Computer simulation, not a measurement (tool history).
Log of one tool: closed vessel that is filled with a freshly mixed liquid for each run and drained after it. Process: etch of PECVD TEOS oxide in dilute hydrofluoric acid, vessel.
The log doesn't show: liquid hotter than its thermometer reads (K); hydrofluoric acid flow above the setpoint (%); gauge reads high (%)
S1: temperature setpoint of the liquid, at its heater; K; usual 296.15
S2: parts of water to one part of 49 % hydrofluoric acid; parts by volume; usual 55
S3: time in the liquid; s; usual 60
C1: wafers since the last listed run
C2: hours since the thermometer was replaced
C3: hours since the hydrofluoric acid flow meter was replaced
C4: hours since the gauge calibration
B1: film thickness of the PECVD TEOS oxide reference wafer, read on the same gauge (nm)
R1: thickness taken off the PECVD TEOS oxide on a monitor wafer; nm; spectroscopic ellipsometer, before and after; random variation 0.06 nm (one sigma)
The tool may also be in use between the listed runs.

run,hour,S1,S2,S3,C1,C2,C3,C4,B1,R1
1,0,296.15,55,60,0,1794.1,333.4,585,79.97,18.76
2,44.9,296.15,55,60,3644,1839,378.3,629.9,79.99,18.85
3,129.1,294.65,55,85,6835,1923.2,462.5,714.1,80.02,25.14
4,175.7,296.15,55,60,3782,1969.8,509.1,760.7,79.95,19.08
5,277.1,296.15,55,60,8231,2071.2,610.5,862.1,80.02,19.23
# hour 284.4: hydrofluoric acid flow meter replaced
6,339.8,296.15,55,60,5008,2133.9,55.4,924.8,79.98,18.55
7,430.7,296.15,55,60,7379,2224.8,146.3,1015.7,80.01,18.6
8,489.5,294.15,45,60,4773,2283.6,205.1,1074.5,80,21.21
# hour 505: thermometer replaced
9,561.6,294.15,45,60,5771,56.6,277.2,1146.6,80.02,20.69
10,651.1,292.65,75,60,7265,146.1,366.7,1236.1,80.01,11.44
11,729.5,296.15,55,60,6364,224.5,445.1,1314.5,80,18.43
# hour 743.8: gauge calibrated
12,823.5,294.15,70,60,7630,318.5,539.1,79.7,79.98,13.26
# hour 834.3: hydrofluoric acid flow meter replaced
13,885.4,298.15,80,60,4943,380.4,51.1,141.6,79.99,12.88
14,1169.4,296.15,55,30,23054,664.4,335.1,425.6,79.97,9.16
15,1220.6,296.15,55,60,4156,715.6,386.3,476.8,79.97,18.32
16,1277.3,300.65,80,35,4602,772.3,443,533.5,79.97,8.6
17,1357.4,296.15,70,40,6502,852.4,523.1,613.6,80.03,9.54
# hour 1419.1: hydrofluoric acid flow meter replaced
18,1445.8,301.15,35,95,7095,940.8,26.7,702,79.99,57.33

5 ways to go on from here, each from the tool as it stands after run 18. What would each give?
A,1446.5,298.15,55,60,56,941.5,27.4,702.7,?,?
B,1446.5,296.15,70,30,56,941.5,27.4,702.7,?,?
C,1446.5,291.65,75,35,56,941.5,27.4,702.7,?,?
D,1446.5,296.15,30,90,56,941.5,27.4,702.7,?,?
E,1446.5,294.15,45,50,56,941.5,27.4,702.7,?,?

run,B1,R1
A,80,19.67
B,80,6.98
C,80,6.27
D,80,51.47
E,80,17.19
Without the tool's hidden state the same runs would have given:
run,R1
A,19.24
B,6.83
C,6.13
D,50.36
E,16.82
